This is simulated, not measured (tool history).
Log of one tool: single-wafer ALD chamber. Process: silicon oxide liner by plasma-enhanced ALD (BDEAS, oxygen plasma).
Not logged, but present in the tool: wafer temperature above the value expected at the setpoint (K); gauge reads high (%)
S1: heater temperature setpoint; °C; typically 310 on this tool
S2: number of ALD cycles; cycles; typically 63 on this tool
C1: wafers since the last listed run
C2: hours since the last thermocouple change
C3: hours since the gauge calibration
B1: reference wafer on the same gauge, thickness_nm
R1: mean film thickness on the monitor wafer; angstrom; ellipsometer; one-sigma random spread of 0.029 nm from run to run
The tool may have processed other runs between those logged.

run,day,S1,S2,C1,C2,C3,B1,R1
1,0.000,310,63,0,191.9,391.1,5.597,58.28
2,3.738,310,63,347,281.6,480.8,5.589,58.25
3,7.025,307,63,305,360.5,559.7,5.580,58.13
4,8.708,307,63,156,400.9,600.1,5.576,57.71
5,12.121,307,63,316,482.8,682.0,5.583,57.80
6,15.271,310,63,292,558.4,757.6,5.569,57.78
7,18.504,320,56,300,636.0,835.2,5.571,50.34
8,22.883,320,56,406,741.1,940.3,5.561,50.59
9,25.317,310,63,225,799.5,998.7,5.560,57.97
10,27.346,310,63,188,848.2,1047.4,5.555,57.43
11,29.192,310,63,171,892.5,1091.7,5.560,58.00
12,30.975,303,55,165,935.3,1134.5,5.553,50.87
13,32.588,310,63,149,974.0,1173.2,5.554,57.85
14,36.712,310,63,383,1073.0,1272.2,5.545,57.88
15,40.767,310,63,376,1170.3,1369.5,5.540,57.31
16,48.279,303,55,697,1350.6,1549.8,5.527,50.63
17,50.204,324,74,178,1396.8,1596.0,5.532,65.64
18,54.454,320,56,394,1498.8,1698.0,5.528,50.78
19,55.967,317,74,140,1535.1,1734.3,5.523,66.59
20,57.671,310,52,158,1576.0,1775.2,5.521,47.25
21,61.546,300,63,359,1669.0,1868.2,5.515,58.36
22,64.817,298,63,303,1747.5,1946.7,5.512,58.00
# day 67.362: thermocouple changed; heater temperature recalibrated
# day 67.996: gauge calibrated
23,69.229,310,63,378,44.8,29.6,5.646,58.48
24,71.454,305,52,206,98.2,83.0,5.644,48.96
25,73.021,315,63,145,135.8,120.6,5.641,58.45
26,76.196,310,63,294,212.0,196.8,5.638,59.02
27,77.875,321,56,155,252.3,237.1,5.644,50.99
28,81.858,305,68,369,347.9,332.7,5.636,63.29
29,83.892,320,73,188,396.7,381.5,5.631,66.84
30,96.050,307,63,1128,688.5,673.3,5.615,58.49
31,98.242,302,73,203,741.1,725.9,5.612,68.03

Here are 3 independent what-if runs from the current tool condition. What would each one return?
A,98.262,310,63,1,741.6,726.4,?,?
B,98.262,318,63,1,741.6,726.4,?,?
C,98.262,299,59,1,741.6,726.4,?,?

run,B1,R1
A,5.612,58.06
B,5.612,57.48
C,5.612,55.12
Without the tool's unlogged condition, the same runs would have read:
run,R1
A,58.05
B,57.47
C,55.11
